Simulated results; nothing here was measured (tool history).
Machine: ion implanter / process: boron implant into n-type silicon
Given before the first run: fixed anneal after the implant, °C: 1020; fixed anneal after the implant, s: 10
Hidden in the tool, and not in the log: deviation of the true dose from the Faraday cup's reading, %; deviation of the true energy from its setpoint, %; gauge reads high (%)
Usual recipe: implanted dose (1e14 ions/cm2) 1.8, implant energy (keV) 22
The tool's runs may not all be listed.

run,hour,implanted dose (1e14 ions/cm2),implant energy (keV),wafers since the last listed run,hours since the last dose calibration,hours since the extraction supply was calibrated,hours since the gauge calibration,"read-back reference wafer on the same gauge, sheet resistance",sheet resistance of the implanted and annealed layer (ohm/square)
1,0,2.13,16.5,0,830.2,7155.7,2764.1,432.76,453.46
2,97,1.8,23.5,2818,927.2,7252.7,2861.1,432.19,496.62
3,164.9,1.8,23.5,1972,995.1,7320.6,2929,431.88,497.74
4,251.7,1.8,23.5,2521,1081.9,7407.4,3015.8,431.26,495.35
5,314.4,1.8,26,1821,1144.6,7470.1,3078.5,431.08,489.16
# hour 362.1: Faraday cup replaced and dose calibrated
6,395.2,1.8,26,2115,33.1,7550.9,3159.3,430.71,490.29
7,447.2,1.8,22,1510,85.1,7602.9,3211.3,430.17,499.78
8,498.3,1.8,22,1484,136.2,7654,3262.4,430.1,498.24
# hour 543.4: extraction supply calibrated
9,544.8,1.8,22,1118,182.7,1.4,3308.9,429.81,498.58
10,654.4,1.8,22,3184,292.3,111,3418.5,429.9,497.41
11,741.2,1.94,22,2521,379.1,197.8,3505.3,428.78,468.78
# hour 767.7: gauge calibrated
12,832.9,1.34,19,2664,470.8,289.5,65.2,437.33,656.99
13,904.9,1.55,22,2091,542.8,361.5,137.2,437.49,571.17
14,991.2,1.8,22,2507,629.1,447.8,223.5,437.83,506.12
15,1030.9,1.8,25.5,1153,668.8,487.5,263.2,437.56,496.62
16,1070.7,1.8,22,1156,708.6,527.3,303,437.78,510.02
17,1106.8,1.8,23.5,1048,744.7,563.4,339.1,437.53,501.63
18,1189.2,1.8,22,2394,827.1,645.8,421.5,437.28,509.15
19,1284.8,2.03,17,2777,922.7,741.4,517.1,437.32,476.39
# hour 1434.4: Faraday cup replaced and dose calibrated
20,1545.7,1.39,22,7348,111.3,1002.3,778,436.97,620
21,1647.5,1.4,15,2957,213.1,1104.1,879.8,436.9,654.61
22,1686.8,1.4,15,1141,252.4,1143.4,919.1,437.04,651.1
23,1751.1,1.31,22,1868,316.7,1207.7,983.4,436.55,648.98
24,1855.4,1.28,22,3030,421,1312,1087.7,436.67,662.93
25,1980.6,1.8,22,3637,546.2,1437.2,1212.9,436.07,505.43
26,2045.2,2.05,16.5,1876,610.8,1501.8,1277.5,436.54,473.06
27,2128.4,1.8,22,2417,694,1585,1360.7,436.28,506.4
28,2229,1.57,25,2922,794.6,1685.6,1461.3,435.96,551.67
29,2334.1,2.27,28.5,3053,899.7,1790.7,1566.4,435.68,407.01
30,2371.7,1.8,22,1092,937.3,1828.3,1604,435.21,506.66
31,2443.6,1.95,15,2089,1009.2,1900.2,1675.9,435.3,497.47
# hour 2522.3: Faraday cup replaced and dose calibrated
32,2541,1.8,23.5,2597,18.7,1997.6,1773.3,435.18,500.57
33,2578.5,1.49,14.5,1089,56.2,2035.1,1810.8,434.95,621.45
34,2663.9,1.8,29.5,2481,141.6,2120.5,1896.2,434.65,484.28
35,2704.3,1.8,22,1173,182,2160.9,1936.6,434.91,504.24
36,2756.5,1.94,16,1516,234.2,2213.1,1988.8,434.54,495.6

5 ways to go on from here, each from the tool as it stands after run 36. What would each give?
A,2756.9,1.8,22,11,234.6,2213.5,1989.2,?,?
B,2756.9,2.02,29,11,234.6,2213.5,1989.2,?,?
C,2756.9,2.23,24,11,234.6,2213.5,1989.2,?,?
D,2756.9,1.52,27,11,234.6,2213.5,1989.2,?,?
E,2756.9,1.98,14.5,11,234.6,2213.5,1989.2,?,?

run,"read-back reference wafer on the same gauge, sheet resistance",sheet resistance of the implanted and annealed layer (ohm/square)
A,434.78,504.65
B,434.78,444.46
C,434.78,420.73
D,434.78,559.39
E,434.78,493.21
The same runs, with their run-to-run variation unchanged, on a tool lacking any hidden condition would have given:
run,sheet resistance of the implanted and annealed layer (ohm/square)
A,508.67
B,448
C,424.08
D,563.84
E,497.14

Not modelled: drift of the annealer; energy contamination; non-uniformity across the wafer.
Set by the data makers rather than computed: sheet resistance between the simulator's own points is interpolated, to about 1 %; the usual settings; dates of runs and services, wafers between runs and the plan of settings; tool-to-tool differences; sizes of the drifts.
